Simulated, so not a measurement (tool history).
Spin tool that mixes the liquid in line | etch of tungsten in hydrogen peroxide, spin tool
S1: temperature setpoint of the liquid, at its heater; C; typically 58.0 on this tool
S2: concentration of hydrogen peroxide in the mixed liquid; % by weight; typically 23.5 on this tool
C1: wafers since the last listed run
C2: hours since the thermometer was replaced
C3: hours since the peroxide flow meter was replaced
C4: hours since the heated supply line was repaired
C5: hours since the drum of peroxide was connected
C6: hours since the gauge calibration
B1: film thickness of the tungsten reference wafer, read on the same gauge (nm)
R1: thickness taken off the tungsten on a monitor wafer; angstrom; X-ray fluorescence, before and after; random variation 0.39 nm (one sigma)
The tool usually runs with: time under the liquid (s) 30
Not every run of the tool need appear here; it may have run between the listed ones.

run 1 hour=0.0 | S1=58.0 S2=23.5 time_under_the_liquid_(s)=30 | C1=0 C2=822.7 C3=73.2 C4=3690.3 C5=94.2 C6=1634.0 | B1=89.98 | R1=667.9
run 2 hour=61.8 | S1=58.0 S2=23.5 time_under_the_liquid_(s)=30 | C1=1350 C2=884.5 C3=135.0 C4=3752.1 C5=156.0 C6=1695.8 | B1=89.99 | R1=666.1
run 3 hour=133.1 | S1=58.0 S2=23.5 time_under_the_liquid_(s)=30 | C1=1558 C2=955.8 C3=206.3 C4=3823.4 C5=227.3 C6=1767.1 | B1=90.00 | R1=658.6
run 4 hour=161.1 | S1=58.0 S2=23.5 time_under_the_liquid_(s)=30 | C1=612 C2=983.8 C3=234.3 C4=3851.4 C5=255.3 C6=1795.1 | B1=89.98 | R1=652.4
run 5 hour=230.3 | S1=58.0 S2=23.5 time_under_the_liquid_(s)=30 | C1=1512 C2=1053.0 C3=303.5 C4=3920.6 C5=324.5 C6=1864.3 | B1=90.00 | R1=643.4
-- hour=276.4 gauge calibrated
run 6 hour=292.0 | S1=58.0 S2=21.5 time_under_the_liquid_(s)=30 | C1=1348 C2=1114.7 C3=365.2 C4=3982.3 C5=386.2 C6=15.6 | B1=90.02 | R1=612.3
run 7 hour=402.2 | S1=58.0 S2=21.5 time_under_the_liquid_(s)=30 | C1=2408 C2=1224.9 C3=475.4 C4=4092.5 C5=496.4 C6=125.8 | B1=89.98 | R1=602.6
-- hour=431.9 peroxide flow meter replaced
-- hour=432.0 thermometer replaced
run 8 hour=437.7 | S1=58.0 S2=21.5 time_under_the_liquid_(s)=30 | C1=750 C2=5.7 C3=5.8 C4=4128.0 C5=531.9 C6=161.3 | B1=90.00 | R1=644.0
run 9 hour=465.9 | S1=66.0 S2=23.5 time_under_the_liquid_(s)=30 | C1=616 C2=33.9 C3=34.0 C4=4156.2 C5=560.1 C6=189.5 | B1=89.99 | R1=1057.9
run 10 hour=492.5 | S1=58.0 S2=23.5 time_under_the_liquid_(s)=30 | C1=581 C2=60.5 C3=60.6 C4=4182.8 C5=586.7 C6=216.1 | B1=90.00 | R1=675.6
run 11 hour=561.6 | S1=50.5 S2=23.5 time_under_the_liquid_(s)=15 | C1=1510 C2=129.6 C3=129.7 C4=4251.9 C5=655.8 C6=285.2 | B1=90.03 | R1=213.4
run 12 hour=588.6 | S1=65.5 S2=30.0 time_under_the_liquid_(s)=40 | C1=590 C2=156.6 C3=156.7 C4=4278.9 C5=682.8 C6=312.2 | B1=90.01 | R1=1529.4
-- hour=650.5 heated supply line repaired
-- hour=667.9 new drum of peroxide connected
run 13 hour=796.7 | S1=52.5 S2=20.5 time_under_the_liquid_(s)=45 | C1=4504 C2=364.7 C3=364.8 C4=146.2 C5=128.8 C6=520.3 | B1=89.98 | R1=649.0
run 14 hour=838.8 | S1=52.5 S2=20.5 time_under_the_liquid_(s)=45 | C1=920 C2=406.8 C3=406.9 C4=188.3 C5=170.9 C6=562.4 | B1=90.01 | R1=653.5
-- hour=883.3 peroxide flow meter replaced
run 15 hour=907.7 | S1=62.0 S2=29.5 time_under_the_liquid_(s)=20 | C1=1484 C2=475.7 C3=24.4 C4=257.2 C5=239.8 C6=631.3 | B1=90.00 | R1=623.2
run 16 hour=939.1 | S1=65.0 S2=29.0 time_under_the_liquid_(s)=30 | C1=686 C2=507.1 C3=55.8 C4=288.6 C5=271.2 C6=662.7 | B1=90.02 | R1=1098.2
run 17 hour=993.7 | S1=62.0 S2=21.0 time_under_the_liquid_(s)=30 | C1=1193 C2=561.7 C3=110.4 C4=343.2 C5=325.8 C6=717.3 | B1=90.00 | R1=779.4
run 18 hour=1037.4 | S1=61.0 S2=30.0 time_under_the_liquid_(s)=15 | C1=955 C2=605.4 C3=154.1 C4=386.9 C5=369.5 C6=761.0 | B1=90.00 | R1=436.2
run 19 hour=1083.7 | S1=48.5 S2=27.0 time_under_the_liquid_(s)=30 | C1=1011 C2=651.7 C3=200.4 C4=433.2 C5=415.8 C6=807.3 | B1=90.01 | R1=400.2
run 20 hour=1229.1 | S1=58.0 S2=23.5 time_under_the_liquid_(s)=30 | C1=3178 C2=797.1 C3=345.8 C4=578.6 C5=561.2 C6=952.7 | B1=90.02 | R1=642.9
run 21 hour=1300.2 | S1=62.5 S2=23.5 time_under_the_liquid_(s)=30 | C1=1554 C2=868.2 C3=416.9 C4=649.7 C5=632.3 C6=1023.8 | B1=90.01 | R1=819.3
run 22 hour=1329.1 | S1=58.0 S2=23.5 time_under_the_liquid_(s)=30 | C1=631 C2=897.1 C3=445.8 C4=678.6 C5=661.2 C6=1052.7 | B1=90.01 | R1=635.8
-- hour=1341.9 peroxide flow meter replaced
run 23 hour=1365.8 | S1=58.0 S2=21.0 time_under_the_liquid_(s)=40 | C1=780 C2=933.8 C3=23.9 C4=715.3 C5=697.9 C6=1089.4 | B1=90.02 | R1=832.7
run 24 hour=1399.4 | S1=58.0 S2=23.5 time_under_the_liquid_(s)=30 | C1=734 C2=967.4 C3=57.5 C4=748.9 C5=731.5 C6=1123.0 | B1=90.00 | R1=669.8
run 25 hour=1463.8 | S1=50.0 S2=17.0 time_under_the_liquid_(s)=30 | C1=1407 C2=1031.8 C3=121.9 C4=813.3 C5=795.9 C6=1187.4 | B1=90.00 | R1=350.7

Describe how what the log doesn't record of the tool's condition differs between the last listed run preceding each entry between runs and the first listed run following it.
Between runs 5 and 6: gauge calibrated (hour 276.4)
  peroxide flow below the setpoint (%): 8.34 -> 9.72
  measured value less the no-hidden-state value, R1: -28.6 -> -32.1 angstrom
Between runs 7 and 8: peroxide flow meter replaced (hour 431.9); thermometer replaced (hour 432.0)
  peroxide flow below the setpoint (%): 12.2 -> 0.292
  measured value less the no-hidden-state value, R1: -40.4 -> -1.0 angstrom
Between runs 12 and 13: heated supply line repaired (hour 650.5); new drum of peroxide connected (hour 667.9)
  peroxide flow below the setpoint (%): 3.66 -> 8.3
  measured value less the no-hidden-state value, R1: -28.8 -> -28.7 angstrom
Between runs 14 and 15: peroxide flow meter replaced (hour 883.3)
  peroxide flow below the setpoint (%): 9.23 -> 2.27
  measured value less the no-hidden-state value, R1: -32.5 -> -7.2 angstrom
Between runs 22 and 23: peroxide flow meter replaced (hour 1341.9)
  peroxide flow below the setpoint (%): 11.7 -> 1.91
  measured value less the no-hidden-state value, R1: -40.7 -> -8.1 angstrom
